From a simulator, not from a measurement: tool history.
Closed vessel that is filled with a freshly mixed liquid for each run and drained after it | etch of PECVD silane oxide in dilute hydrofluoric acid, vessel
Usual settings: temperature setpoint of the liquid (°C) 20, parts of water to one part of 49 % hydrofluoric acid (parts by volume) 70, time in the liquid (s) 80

| run | hour | temperature setpoint of the liquid (°C) | parts of water to one part of 49 % hydrofluoric acid (parts by volume) | time in the liquid (s) | wafers since the last listed run | hours since the thermometer was replaced | hours since the hydrofluoric acid flow meter was replaced | hours since the gauge calibration | read-back film thickness of the PECVD silane oxide reference wafer, read on the same gauge (nm) | thickness taken off the PECVD silane oxide on a monitor wafer (angstrom) |
|---|---|---|---|---|---|---|---|---|---|---|
| 1 | 0.0 | 20 | 50 | 80 | 0 | 1089.1 | 719.8 | 972.2 | 90.00 | 443.5 |
| 2 | 75.5 | 20 | 50 | 80 | 6859 | 1164.6 | 795.3 | 1047.7 | 90.03 | 447.1 |
| 3 | 204.0 | 20 | 70 | 80 | 11674 | 1293.1 | 923.8 | 1176.2 | 90.00 | 312.4 |
|  | 297.1 | thermometer replaced |
| 4 | 297.6 | 20 | 70 | 80 | 8412 | 0.5 | 1017.4 | 1269.8 | 89.99 | 300.3 |
| 5 | 391.5 | 20 | 70 | 80 | 8530 | 94.4 | 1111.3 | 1363.7 | 90.01 | 298.6 |
| 6 | 459.9 | 20 | 70 | 80 | 6214 | 162.8 | 1179.7 | 1432.1 | 90.01 | 301.5 |
| 7 | 528.7 | 18 | 85 | 80 | 6250 | 231.6 | 1248.5 | 1500.9 | 90.00 | 225.5 |
| 8 | 596.5 | 20 | 70 | 80 | 6159 | 299.4 | 1316.3 | 1568.7 | 89.99 | 301.0 |
| 9 | 644.9 | 20 | 70 | 80 | 4397 | 347.8 | 1364.7 | 1617.1 | 90.00 | 302.9 |
|  | 698.0 | hydrofluoric acid flow meter replaced |
| 10 | 713.6 | 20 | 70 | 80 | 6150 | 416.5 | 15.6 | 1685.8 | 89.99 | 303.6 |
| 11 | 793.0 | 20 | 70 | 80 | 7213 | 495.9 | 95.0 | 1765.2 | 90.00 | 302.8 |
| 12 | 836.8 | 20 | 70 | 80 | 3979 | 539.7 | 138.8 | 1809.0 | 89.99 | 304.2 |
|  | 860.4 | gauge calibrated |
| 13 | 886.8 | 17 | 80 | 130 | 4542 | 589.7 | 188.8 | 26.4 | 89.99 | 377.1 |
| 14 | 938.2 | 20 | 70 | 80 | 4669 | 641.1 | 240.2 | 77.8 | 90.01 | 305.5 |
| 15 | 1022.5 | 17 | 70 | 60 | 7658 | 725.4 | 324.5 | 162.1 | 89.97 | 202.5 |
| 16 | 1114.8 | 20 | 95 | 80 | 8385 | 817.7 | 416.8 | 254.4 | 90.00 | 219.7 |
| 17 | 1159.7 | 18 | 70 | 60 | 4079 | 862.6 | 461.7 | 299.3 | 89.99 | 212.1 |
| 18 | 1262.2 | 24 | 45 | 30 | 9312 | 965.1 | 564.2 | 401.8 | 90.00 | 218.6 |
| 19 | 1313.8 | 25 | 70 | 80 | 4687 | 1016.7 | 615.8 | 453.4 | 90.01 | 380.2 |
| 20 | 1388.3 | 22 | 35 | 50 | 6768 | 1091.2 | 690.3 | 527.9 | 89.99 | 440.0 |
| 21 | 1492.9 | 17 | 85 | 40 | 9503 | 1195.8 | 794.9 | 632.5 | 90.02 | 111.1 |
| 22 | 1549.0 | 17 | 70 | 130 | 5096 | 1251.9 | 851.0 | 688.6 | 89.98 | 449.5 |
| 23 | 1604.2 | 20 | 60 | 80 | 5015 | 1307.1 | 906.2 | 743.8 | 89.99 | 369.8 |
|  | 1622.1 | thermometer replaced |
| 24 | 1699.4 | 20 | 70 | 80 | 8558 | 77.3 | 1001.4 | 839.0 | 90.00 | 297.6 |
| 25 | 1782.2 | 17 | 40 | 35 | 7522 | 160.1 | 1084.2 | 921.8 | 90.00 | 208.7 |
| 26 | 2061.1 | 20 | 70 | 80 | 25338 | 439.0 | 1363.1 | 1200.7 | 89.99 | 303.3 |
| 27 | 2142.3 | 24 | 90 | 95 | 7377 | 520.2 | 1444.3 | 1281.9 | 90.00 | 322.9 |
| 28 | 2178.4 | 20 | 70 | 80 | 3279 | 556.3 | 1480.4 | 1318.0 | 90.00 | 303.3 |
|  | 2209.4 | hydrofluoric acid flow meter replaced |
| 29 | 2234.9 | 20 | 70 | 80 | 5042 | 612.8 | 25.5 | 1374.5 | 90.01 | 304.4 |
| 30 | 2340.0 | 20 | 80 | 80 | 9548 | 717.9 | 130.6 | 1479.6 | 90.00 | 263.0 |
| 31 | 2440.8 | 18 | 105 | 65 | 9157 | 818.7 | 231.4 | 1580.4 | 90.03 | 147.0 |
|  | 2508.1 | gauge calibrated |
| 32 | 2531.3 | 20 | 55 | 35 | 8222 | 909.2 | 321.9 | 23.2 | 89.99 | 175.2 |
| 33 | 2624.9 | 20 | 70 | 80 | 8503 | 1002.8 | 415.5 | 116.8 | 90.01 | 310.1 |

Forecast each of these 4 alternatives for the next run:
| A | 2625.6 | 20 | 90 | 80 | 63 | 1003.5 | 416.2 | 117.5 | ? | ? |
| B | 2625.6 | 22 | 70 | 105 | 63 | 1003.5 | 416.2 | 117.5 | ? | ? |
| C | 2625.6 | 22 | 100 | 110 | 63 | 1003.5 | 416.2 | 117.5 | ? | ? |
| D | 2625.6 | 17 | 35 | 80 | 63 | 1003.5 | 416.2 | 117.5 | ? | ? |

| run | read-back film thickness of the PECVD silane oxide reference wafer, read on the same gauge (nm) | thickness taken off the PECVD silane oxide on a monitor wafer (angstrom) |
|---|---|---|
| A | 90.02 | 234.7 |
| B | 90.02 | 440.3 |
| C | 90.02 | 311.2 |
| D | 90.02 | 566.5 |
Without the tool's hidden state the same runs would have given:
| run | thickness taken off the PECVD silane oxide on a monitor wafer (angstrom) |
|---|---|
| A | 226.2 |
| B | 424.5 |
| C | 300.3 |
| D | 544.9 |
